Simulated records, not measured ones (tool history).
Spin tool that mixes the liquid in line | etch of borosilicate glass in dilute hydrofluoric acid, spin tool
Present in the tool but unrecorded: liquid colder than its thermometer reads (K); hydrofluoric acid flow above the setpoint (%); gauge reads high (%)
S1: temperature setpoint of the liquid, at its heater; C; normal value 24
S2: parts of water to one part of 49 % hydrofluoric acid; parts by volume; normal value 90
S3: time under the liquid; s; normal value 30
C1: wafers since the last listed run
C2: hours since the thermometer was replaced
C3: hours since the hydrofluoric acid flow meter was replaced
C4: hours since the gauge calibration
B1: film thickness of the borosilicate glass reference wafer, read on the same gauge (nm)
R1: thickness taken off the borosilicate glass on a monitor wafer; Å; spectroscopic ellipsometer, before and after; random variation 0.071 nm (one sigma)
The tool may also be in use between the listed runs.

Run 1, hour 0: usual settings; C1 0; C2 1685.7; C3 368.1; C4 786.6; B1 120. Result: R1 105 Å.
Run 2, hour 56.6: usual settings; C1 1210; C2 1742.3; C3 424.7; C4 843.2; B1 120.03. Result: R1 104 Å.
Run 3, hour 89.5: usual settings but S2 60 parts by volume; C1 703; C2 1775.2; C3 457.6; C4 876.1; B1 120. Result: R1 164.9 Å.
Run 4, hour 118.3: usual settings but S2 60 parts by volume; C1 615; C2 1804; C3 486.4; C4 904.9; B1 120.02. Result: R1 162.8 Å.
Run 5, hour 188.8: usual settings; C1 1507; C2 1874.5; C3 556.9; C4 975.4; B1 119.98. Result: R1 104 Å.
Run 6, hour 250.7: usual settings; C1 1323; C2 1936.4; C3 618.8; C4 1037.3; B1 119.98. Result: R1 104.9 Å.
Run 7, hour 283: usual settings but S1 22.5 C; C1 690; C2 1968.7; C3 651.1; C4 1069.6; B1 120.01. Result: R1 98.3 Å.
Run 8, hour 315.4: usual settings but S1 22.5 C; C1 692; C2 2001.1; C3 683.5; C4 1102; B1 120.03. Result: R1 97.4 Å.
Run 9, hour 354.7: usual settings but S1 22.5 C; C1 840; C2 2040.4; C3 722.8; C4 1141.3; B1 119.98. Result: R1 98.3 Å.
Run 10, hour 407.2: usual settings but S2 75 parts by volume; C1 1122; C2 2092.9; C3 775.3; C4 1193.8; B1 119.98. Result: R1 128 Å.
At hour 431.3: hydrofluoric acid flow meter replaced.
Run 11, hour 451.5: usual settings but S2 75 parts by volume; C1 925; C2 2137.2; C3 20.2; C4 1238.1; B1 119.97. Result: R1 126.9 Å.
Run 12, hour 485.2: usual settings but S2 75 parts by volume; C1 720; C2 2170.9; C3 53.9; C4 1271.8; B1 120.02. Result: R1 126.7 Å.
At hour 498.5: thermometer replaced.
Run 13, hour 526.2: usual settings but S1 25.5 C, S2 65 parts by volume; C1 855; C2 27.7; C3 94.9; C4 1312.8; B1 120. Result: R1 156.1 Å.
Run 14, hour 589.5: usual settings but S1 25.5 C, S2 65 parts by volume; C1 1353; C2 91; C3 158.2; C4 1376.1; B1 119.99. Result: R1 158.1 Å.
Run 15, hour 636.6: usual settings but S1 22 C, S3 25 s; C1 1007; C2 138.1; C3 205.3; C4 1423.2; B1 119.98. Result: R1 79.7 Å.
Run 16, hour 707.5: usual settings; C1 1515; C2 209; C3 276.2; C4 1494.1; B1 119.98. Result: R1 103.2 Å.
At hour 733.1: gauge calibrated.
Run 17, hour 760.7: usual settings; C1 1137; C2 262.2; C3 329.4; C4 27.6; B1 119.98. Result: R1 103.8 Å.
Run 18, hour 790.4: usual settings but S1 19 C; C1 635; C2 291.9; C3 359.1; C4 57.3; B1 120.01. Result: R1 84.7 Å.
Run 19, hour 817.6: usual settings; C1 581; C2 319.1; C3 386.3; C4 84.5; B1 119.99. Result: R1 104.8 Å.
Run 20, hour 856.2: usual settings but S2 75 parts by volume; C1 825; C2 357.7; C3 424.9; C4 123.1; B1 119.99. Result: R1 127.8 Å.
Run 21, hour 894.4: usual settings but S2 65 parts by volume, S3 15 s; C1 816; C2 395.9; C3 463.1; C4 161.3; B1 119.99. Result: R1 75.1 Å.
Run 22, hour 942.4: usual settings but S1 20 C, S2 120 parts by volume; C1 1026; C2 443.9; C3 511.1; C4 209.3; B1 120.01. Result: R1 64.3 Å.
Run 23, hour 971.6: usual settings but S1 20.5 C, S2 105 parts by volume, S3 35 s; C1 624; C2 473.1; C3 540.3; C4 238.5; B1 120. Result: R1 88.7 Å.
Run 24, hour 1029.9: usual settings but S1 22 C, S2 110 parts by volume, S3 40 s; C1 1246; C2 531.4; C3 598.6; C4 296.8; B1 119.99. Result: R1 102.7 Å.
At hour 1069.6: hydrofluoric acid flow meter replaced.
Run 25, hour 1095.3: usual settings but S1 19.5 C, S2 130 parts by volume, S3 15 s; C1 1376; C2 596.8; C3 25.7; C4 362.2; B1 119.97. Result: R1 28.4 Å.
Run 26, hour 1161: usual settings; C1 1404; C2 662.5; C3 91.4; C4 427.9; B1 120. Result: R1 105.8 Å.
Run 27, hour 1232.9: usual settings but S3 50 s; C1 1537; C2 734.4; C3 163.3; C4 499.8; B1 120.06. Result: R1 174 Å.
Run 28, hour 1282.4: usual settings; C1 1058; C2 783.9; C3 212.8; C4 549.3; B1 119.97. Result: R1 103.5 Å.
Run 29, hour 1331.7: usual settings but S2 45 parts by volume, S3 20 s; C1 1054; C2 833.2; C3 262.1; C4 598.6; B1 119.98. Result: R1 147.7 Å.
Run 30, hour 1387.4: usual settings; C1 1190; C2 888.9; C3 317.8; C4 654.3; B1 119.95. Result: R1 104.5 Å.
Run 31, hour 1421.6: usual settings but S1 28.5 C; C1 731; C2 923.1; C3 352; C4 688.5; B1 120.02. Result: R1 124.2 Å.
Run 32, hour 1482.3: usual settings; C1 1297; C2 983.8; C3 412.7; C4 749.2; B1 120.01. Result: R1 105 Å.
Run 33, hour 1528.3: usual settings but S1 19.5 C, S2 75 parts by volume, S3 15 s; C1 983; C2 1029.8; C3 458.7; C4 795.2; B1 119.94. Result: R1 53.3 Å.
Run 34, hour 1597.7: usual settings but S3 40 s; C1 1483; C2 1099.2; C3 528.1; C4 864.6; B1 120. Result: R1 139.4 Å.

Entry by entry between the runs, the difference in hidden state between the last listed run before and the first listed run after:
In the gap between runs 10 and 11: hydrofluoric acid flow meter replaced (hour 431.3)
  the hidden state is the same at both runs
In the gap between runs 12 and 13: thermometer replaced (hour 498.5)
  the hidden state is the same at both runs
In the gap between runs 16 and 17: gauge calibrated (hour 733.1)
  the hidden state is the same at both runs
In the gap between runs 24 and 25: hydrofluoric acid flow meter replaced (hour 1069.6)
  the hidden state is the same at both runs
